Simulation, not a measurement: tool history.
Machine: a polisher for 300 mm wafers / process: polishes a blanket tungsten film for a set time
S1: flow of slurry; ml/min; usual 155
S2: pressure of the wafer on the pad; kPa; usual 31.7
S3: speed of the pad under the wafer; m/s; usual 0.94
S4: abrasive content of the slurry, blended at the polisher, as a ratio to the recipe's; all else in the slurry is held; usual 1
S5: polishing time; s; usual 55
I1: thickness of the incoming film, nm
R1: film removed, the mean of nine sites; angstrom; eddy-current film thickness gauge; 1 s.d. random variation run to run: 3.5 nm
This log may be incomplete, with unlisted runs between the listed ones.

run	hour	S1	S2	S3	S4	S5	I1	R1
1	0	155	31.7	0.94	1	55	932.9	2731
# hour 1.2: slurry blender recalibrated
2	92.3	155	31.7	0.94	1	55	939.2	2593
# hour 156.5: worn pad replaced by a new one
3	157	155	31.7	0.94	1	55	930.2	2509
# hour 203.7: slurry blender recalibrated
4	222	155	31.7	0.94	1	49	919.1	2167
# hour 234.8: slurry tank refilled with fresh slurry and peroxide
5	281	155	31.7	0.94	1	49	922	1861
# hour 368: worn pad replaced by a new one
6	384.1	155	31.7	0.94	0.8	44	914.3	1453
# hour 445.7: slurry blender recalibrated
7	448.8	155	31.7	0.94	0.8	44	935.2	1364
8	504.5	185	31.7	0.72	1	55	928.1	1331
# hour 507.9: slurry tank refilled with fresh slurry and peroxide, repeated, since the last time left the tool worse
# hour 517.9: slurry nozzle cleaned
# hour 578.9: worn pad replaced by a new one
9	582.9	155	22.8	1.16	1	70	935	2879
# hour 620.2: head pressure recalibrated
# hour 642.8: slurry blender recalibrated
10	654.3	155	35.2	0.94	1	55	908.9	2819
# hour 711.9: slurry tank refilled with fresh slurry and peroxide
11	735.2	155	31.7	0.72	1	55	920.4	2020
# hour 770.6: worn pad replaced by a new one
12	828.5	155	31.7	0.94	1	55	925.4	2599
# hour 862.6: slurry blender recalibrated
13	883.3	110	31.7	0.84	1	55	928.9	2072
# hour 955.6: slurry tank refilled with fresh slurry and peroxide
14	979.9	190	31.7	0.74	1	55	931.6	2206
# hour 988.8: worn pad replaced by a new one
# hour 1078.6: slurry blender recalibrated
15	1119.3	155	28.3	0.94	1.25	55	921.8	2407

3 ways to go on from here, each from the tool as it stands after run 15. What would each give?
A	1119.7	155	31.7	0.78	1	55	924.6	?
B	1119.7	155	24.8	1.02	1.25	40	924.6	?
C	1119.7	135	31.7	0.94	1	43	924.6	?

run	R1
A	2085
B	1643
C	1916
Take away the tool's hidden state, keep each run's random variation, and the runs would have read:
run	R1
A	2237
B	1763
C	2056
